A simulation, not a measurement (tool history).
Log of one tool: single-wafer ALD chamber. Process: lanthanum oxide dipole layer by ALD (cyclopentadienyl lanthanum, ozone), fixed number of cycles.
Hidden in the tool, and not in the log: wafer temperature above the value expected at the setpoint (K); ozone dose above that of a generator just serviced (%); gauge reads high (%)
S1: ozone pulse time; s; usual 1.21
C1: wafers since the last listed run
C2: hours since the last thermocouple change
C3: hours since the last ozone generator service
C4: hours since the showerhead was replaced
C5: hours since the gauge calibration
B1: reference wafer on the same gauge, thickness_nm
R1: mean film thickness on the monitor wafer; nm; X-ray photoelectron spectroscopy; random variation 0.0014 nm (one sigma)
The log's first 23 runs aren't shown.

Run 24, hour 1402.2: usual settings; C1 811; C2 146.6; C3 276.0; C4 377.9; C5 1060.0; B1 0.651. Result: R1 0.541 nm.
Run 25, hour 1453.5: usual settings but S1 0.83 s; C1 888; C2 197.9; C3 327.3; C4 429.2; C5 1111.3; B1 0.651. Result: R1 0.392 nm.
Run 26, hour 1500.6: usual settings but S1 0.86 s; C1 815; C2 245.0; C3 374.4; C4 476.3; C5 1158.4; B1 0.651. Result: R1 0.410 nm.
Run 27, hour 1566.8: usual settings but S1 1.62 s; C1 1145; C2 311.2; C3 440.6; C4 542.5; C5 1224.6; B1 0.652. Result: R1 0.586 nm.
Run 28, hour 1596.3: usual settings but S1 1.46 s; C1 510; C2 340.7; C3 470.1; C4 572.0; C5 1254.1; B1 0.652. Result: R1 0.575 nm.
Run 29, hour 1638.0: usual settings; C1 721; C2 382.4; C3 511.8; C4 613.7; C5 1295.8; B1 0.651. Result: R1 0.537 nm.
Run 30, hour 1683.5: usual settings; C1 787; C2 427.9; C3 557.3; C4 659.2; C5 1341.3; B1 0.650. Result: R1 0.536 nm.
At hour 1812.8: gauge calibrated.
Run 31, hour 1826.5: usual settings but S1 0.73 s; C1 2475; C2 570.9; C3 700.3; C4 802.2; C5 13.7; B1 0.651. Result: R1 0.305 nm.
Run 32, hour 1857.6: usual settings but S1 1.44 s; C1 538; C2 602.0; C3 731.4; C4 833.3; C5 44.8; B1 0.651. Result: R1 0.572 nm.
Run 33, hour 1887.7: usual settings; C1 521; C2 632.1; C3 761.5; C4 863.4; C5 74.9; B1 0.651. Result: R1 0.537 nm.

Forecast each of these 5 alternatives for the next run:
Run A, hour 1888.1: usual settings but S1 0.97 s; C1 6; C2 632.5; C3 761.9; C4 863.8; C5 75.3; B1 ?. Result: R1 ?.
Run B, hour 1888.1: usual settings but S1 0.98 s; C1 6; C2 632.5; C3 761.9; C4 863.8; C5 75.3; B1 ?. Result: R1 ?.
Run C, hour 1888.1: usual settings but S1 1.39 s; C1 6; C2 632.5; C3 761.9; C4 863.8; C5 75.3; B1 ?. Result: R1 ?.
Run D, hour 1888.1: usual settings but S1 0.88 s; C1 6; C2 632.5; C3 761.9; C4 863.8; C5 75.3; B1 ?. Result: R1 ?.
Run E, hour 1888.1: usual settings but S1 1.47 s; C1 6; C2 632.5; C3 761.9; C4 863.8; C5 75.3; B1 ?. Result: R1 ?.

run     B1     R1
  A  0.651  0.458
  B  0.651  0.463
  C  0.651  0.564
  D  0.651  0.413
  E  0.651  0.573
Without the tool's hidden state the same runs would have given:
run     R1
  A  0.484
  B  0.488
  C  0.577
  D  0.441
  E  0.584
